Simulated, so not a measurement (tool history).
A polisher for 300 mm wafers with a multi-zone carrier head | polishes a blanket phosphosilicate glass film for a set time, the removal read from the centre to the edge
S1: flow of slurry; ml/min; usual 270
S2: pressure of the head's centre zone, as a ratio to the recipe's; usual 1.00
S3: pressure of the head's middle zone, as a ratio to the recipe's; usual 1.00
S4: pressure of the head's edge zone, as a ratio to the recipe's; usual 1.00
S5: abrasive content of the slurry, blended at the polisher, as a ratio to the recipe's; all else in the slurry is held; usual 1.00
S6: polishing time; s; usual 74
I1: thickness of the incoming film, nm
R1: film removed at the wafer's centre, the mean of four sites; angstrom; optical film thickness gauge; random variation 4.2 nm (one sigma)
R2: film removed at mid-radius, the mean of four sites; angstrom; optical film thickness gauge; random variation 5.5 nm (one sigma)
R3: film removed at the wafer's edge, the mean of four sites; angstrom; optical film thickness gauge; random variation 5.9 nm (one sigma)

run,day,S1,S2,S3,S4,S5,S6,I1,R1,R2,R3
1,0.000,270,1.00,1.00,1.00,1.00,74,2830.7,4921,4903,5041
# day 2.433: edge zone pressure recalibrated
2,3.029,270,1.00,1.00,1.00,1.00,74,2834.2,4888,4925,5030
3,5.767,270,1.00,1.00,1.00,1.00,74,2817.3,4819,4923,5060
# day 7.538: worn pad replaced by a new one
4,9.862,270,0.93,1.00,1.00,1.00,74,2870.1,4547,4944,4960
# day 13.504: slurry nozzle cleaned
5,13.654,270,1.00,1.00,1.00,1.00,74,2817.3,5106,5225,5147
6,16.217,340,1.00,1.00,1.00,1.00,74,2842.2,5217,5263,5229
7,20.262,270,0.96,1.00,1.00,1.00,55,2821.5,3667,3789,3843
8,24.092,270,1.00,0.95,1.11,1.00,97,2819.1,6500,6290,6955
# day 25.546: centre zone pressure recalibrated
9,26.679,270,1.00,1.10,1.08,1.00,74,2849.7,4884,5334,5212
10,29.967,340,1.00,0.95,0.96,1.00,98,2804.7,6817,6584,6737
# day 30.575: carrier head's membrane replaced by a new one
11,32.050,270,1.00,1.00,1.00,1.00,74,2862.1,4855,5020,4978
# day 33.179: worn pad replaced by a new one
12,35.408,270,1.00,1.10,1.04,1.00,74,2846.5,4946,5453,5096
13,37.408,295,0.91,1.00,1.00,1.00,74,2807.1,4537,5037,5000
# day 38.375: slurry nozzle cleaned
14,38.925,300,1.00,1.00,1.12,0.75,55,2820.7,3494,3442,3579
15,43.000,270,1.00,1.00,1.00,0.85,74,2801.2,4807,4905,4832
16,46.879,270,1.00,1.00,1.00,1.00,74,2835.5,4943,5055,5159
17,50.292,270,1.00,1.10,1.00,1.00,53,2786.2,3546,3817,3594
# day 53.679: centre zone pressure recalibrated
18,53.875,270,1.00,0.91,1.00,1.00,88,2802.9,5866,5672,6094
19,56.379,270,0.92,1.08,0.92,1.20,74,2836.3,4883,5690,5116

Run 20 comes next. What will it give?
20,58.338,270,1.00,1.00,1.00,1.00,74,2855.5,?,?,?

Run 20 gave R1 4912 angstrom, R2 5080 angstrom, R3 5056 angstrom.
Without the tool's hidden state the same run would have given R1 5184 angstrom, R2 5331 angstrom, R3 5243 angstrom.

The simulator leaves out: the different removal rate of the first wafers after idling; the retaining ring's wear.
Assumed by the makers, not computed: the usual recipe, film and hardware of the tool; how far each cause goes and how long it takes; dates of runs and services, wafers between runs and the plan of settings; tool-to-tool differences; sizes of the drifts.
